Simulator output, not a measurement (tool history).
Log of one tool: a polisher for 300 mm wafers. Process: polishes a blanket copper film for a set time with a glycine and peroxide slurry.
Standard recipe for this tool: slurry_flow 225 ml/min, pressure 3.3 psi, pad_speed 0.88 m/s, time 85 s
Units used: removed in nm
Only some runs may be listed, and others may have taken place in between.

| run | hour | slurry_flow | pressure | pad_speed | time | incoming thickness of the incoming film, nm | removed |
|---|---|---|---|---|---|---|---|
| 1 | 0 | 225 | 3.3 | 0.88 | 85 | 2218.4 | 597.5 |
|  | 6.9 | slurry nozzle cleaned |
| 2 | 55 | 225 | 3.3 | 0.88 | 85 | 2209.4 | 605.4 |
|  | 87.7 | worn pad replaced by a new one |
| 3 | 88.2 | 225 | 3.3 | 0.88 | 85 | 2213.5 | 600.4 |
| 4 | 116.8 | 225 | 3.3 | 0.88 | 85 | 2255.3 | 595.2 |
| 5 | 152.5 | 225 | 3.3 | 0.88 | 85 | 2216.9 | 591.1 |
| 6 | 216.3 | 225 | 3.3 | 0.88 | 85 | 2198.6 | 594 |
|  | 245.3 | worn pad replaced by a new one |
| 7 | 245.8 | 225 | 3.3 | 0.88 | 85 | 2232.4 | 587.8 |
|  | 271.1 | slurry nozzle cleaned |
|  | 306.6 | head pressure recalibrated |
| 8 | 312.1 | 225 | 3.3 | 0.88 | 85 | 2245 | 589.7 |
| 9 | 368.6 | 225 | 3.3 | 0.8 | 85 | 2246.7 | 553 |
|  | 393.1 | worn pad replaced by a new one |
| 10 | 476.9 | 225 | 3.3 | 0.88 | 85 | 2205.2 | 600.1 |
| 11 | 515.1 | 225 | 3.9 | 0.8 | 85 | 2213.2 | 637.4 |
|  | 540.2 | worn pad replaced by a new one |
| 12 | 554.8 | 205 | 2.6 | 1.12 | 110 | 2242.7 | 750.3 |
|  | 562.3 | slurry nozzle cleaned |
| 13 | 579.7 | 225 | 3.3 | 0.88 | 85 | 2275 | 593.6 |
| 14 | 615.1 | 225 | 3.3 | 0.88 | 85 | 2231.3 | 603.7 |
| 15 | 662.8 | 275 | 2.8 | 0.88 | 85 | 2225 | 534.6 |
|  | 689.6 | worn pad replaced by a new one |
| 16 | 720.7 | 145 | 3.3 | 1.12 | 70 | 2215.9 | 544 |
| 17 | 772.8 | 225 | 4.3 | 0.88 | 85 | 2249.5 | 750.2 |
| 18 | 808.9 | 225 | 3.3 | 0.88 | 66 | 2229.5 | 459.9 |

Alternative continuations, all from the tool just after run 18; predict every row:
| A | 809.3 | 225 | 3.3 | 0.88 | 110 | 2224.4 | ? |
| B | 809.3 | 160 | 2.7 | 0.96 | 85 | 2224.4 | ? |
| C | 809.3 | 225 | 3.3 | 0.88 | 114 | 2224.4 | ? |
| D | 809.3 | 170 | 4.5 | 0.88 | 85 | 2224.4 | ? |

| run | removed |
|---|---|
| A | 767.3 |
| B | 508.1 |
| C | 795.2 |
| D | 739.6 |
Without the tool's hidden state the same runs would have given:
| run | removed |
|---|---|
| A | 767.3 |
| B | 508.1 |
| C | 795.2 |
| D | 739.6 |
